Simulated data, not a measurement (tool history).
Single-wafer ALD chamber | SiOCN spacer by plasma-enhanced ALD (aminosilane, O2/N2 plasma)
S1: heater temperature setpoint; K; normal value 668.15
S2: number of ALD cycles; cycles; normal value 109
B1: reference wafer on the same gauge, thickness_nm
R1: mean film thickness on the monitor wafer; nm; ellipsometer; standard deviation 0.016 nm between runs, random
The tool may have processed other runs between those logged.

| run | hour | S1 | S2 | B1 | R1 |
|---|---|---|---|---|---|
| 1 | 0 | 668.15 | 116 | 6.659 | 6.907 |
| 2 | 33.5 | 668.15 | 116 | 6.643 | 6.871 |
| 3 | 68 | 659.15 | 126 | 6.632 | 7.458 |
|  | 77.1 | gauge calibrated |
| 4 | 95.7 | 659.15 | 126 | 6.72 | 7.563 |
| 5 | 109.6 | 657.15 | 109 | 6.72 | 6.543 |
| 6 | 138.2 | 657.15 | 109 | 6.717 | 6.51 |
| 7 | 151.7 | 677.15 | 109 | 6.715 | 6.459 |
| 8 | 170.1 | 677.15 | 109 | 6.709 | 6.438 |
| 9 | 193.8 | 668.15 | 109 | 6.704 | 6.525 |
| 10 | 213.6 | 668.15 | 118 | 6.706 | 7.026 |
| 11 | 235.6 | 668.15 | 109 | 6.701 | 6.54 |
| 12 | 266.6 | 668.15 | 109 | 6.698 | 6.499 |
| 13 | 293.6 | 668.15 | 91 | 6.681 | 5.413 |
| 14 | 317.4 | 657.15 | 124 | 6.676 | 7.385 |
| 15 | 343.7 | 655.15 | 99 | 6.669 | 5.913 |
|  | 352.4 | thermocouple changed; heater temperature recalibrated |
| 16 | 427.4 | 668.15 | 101 | 6.624 | 5.97 |
| 17 | 455 | 657.15 | 92 | 6.612 | 5.431 |
|  | 457.3 | gauge calibrated |
| 18 | 486.4 | 679.15 | 118 | 6.716 | 6.94 |
| 19 | 516.6 | 668.15 | 131 | 6.706 | 7.824 |
| 20 | 552.5 | 655.15 | 122 | 6.709 | 7.258 |
| 21 | 579.1 | 654.15 | 131 | 6.698 | 7.832 |
| 22 | 603.2 | 668.15 | 98 | 6.691 | 5.879 |
| 23 | 622.1 | 668.15 | 109 | 6.69 | 6.478 |

Predict each of these 4 candidate next runs independently; none follows another, all start after run 23:
| A | 622.7 | 668.15 | 109 | ? | ? |
| B | 622.7 | 668.15 | 121 | ? | ? |
| C | 622.7 | 657.15 | 103 | ? | ? |
| D | 622.7 | 654.15 | 109 | ? | ? |

| run | B1 | R1 |
|---|---|---|
| A | 6.691 | 6.482 |
| B | 6.691 | 7.195 |
| C | 6.691 | 6.125 |
| D | 6.691 | 6.482 |
Stripped of hidden state, with their random variation kept, the same runs would have yielded:
| run | R1 |
|---|---|
| A | 6.51 |
| B | 7.227 |
| C | 6.152 |
| D | 6.51 |
